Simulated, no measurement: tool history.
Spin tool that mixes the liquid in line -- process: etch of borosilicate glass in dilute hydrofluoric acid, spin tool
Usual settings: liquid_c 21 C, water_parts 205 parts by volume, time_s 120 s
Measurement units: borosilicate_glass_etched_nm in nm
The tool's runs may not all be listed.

run,hour,liquid_c,water_parts,time_s,"read-back film thickness of the borosilicate glass reference wafer, read on the same gauge (nm)",borosilicate_glass_etched_nm
1,0,21,205,165,99.97,14.46
2,69.8,21,205,165,99.98,14.3
# hour 88.9: gauge calibrated
3,169.6,21,205,165,100.02,14.41
4,226.1,21,205,120,100,10.39
5,327.2,21,125,120,100.02,18.31
6,432.7,21,125,120,99.99,18.11
7,487,21,125,120,99.98,18.61
8,524.9,21,205,120,100.01,10.34
9,572.6,21,205,120,100.06,10.15
10,671.8,21,205,120,99.99,10.33
11,750.4,21,205,120,99.99,10.36
12,788.1,21,205,120,100.03,10.34
13,846.4,21,205,120,99.96,10.28
14,908.3,21,205,175,100.03,15.1
15,1000.7,25.5,205,90,100.05,9.28
# hour 1076.5: gauge calibrated
16,1088.5,24,165,145,99.98,18.32
# hour 1167.2: thermometer replaced
17,1180.3,18.5,205,120,99.97,10.59
18,1283.8,19,240,175,100.02,13.1
19,1353.8,25,205,75,100.02,8.37
20,1440.8,21,205,120,100,11.5
# hour 1449.9: hydrofluoric acid flow meter replaced
21,1543,25.5,255,155,99.98,12.65
22,1637.8,26,205,140,99.98,15.05
23,1677.7,19,205,120,100,9.98
24,1785.1,23.5,175,90,100.01,10.73
25,1875.7,21,125,120,100.01,19.46

4 ways to go on from here, each from the tool as it stands after run 25. What would each give?
A,1876.2,21,205,120,?,?
B,1876.2,21,140,160,?,?
C,1876.2,21,295,90,?,?
D,1876.2,25.5,250,175,?,?

run,"read-back film thickness of the borosilicate glass reference wafer, read on the same gauge (nm)",borosilicate_glass_etched_nm
A,99.97,10.97
B,99.97,22.87
C,99.97,5.26
D,99.97,14.82
What these runs would have given with no unlogged condition in the tool:
run,borosilicate_glass_etched_nm
A,11.05
B,23.09
C,5.29
D,14.88

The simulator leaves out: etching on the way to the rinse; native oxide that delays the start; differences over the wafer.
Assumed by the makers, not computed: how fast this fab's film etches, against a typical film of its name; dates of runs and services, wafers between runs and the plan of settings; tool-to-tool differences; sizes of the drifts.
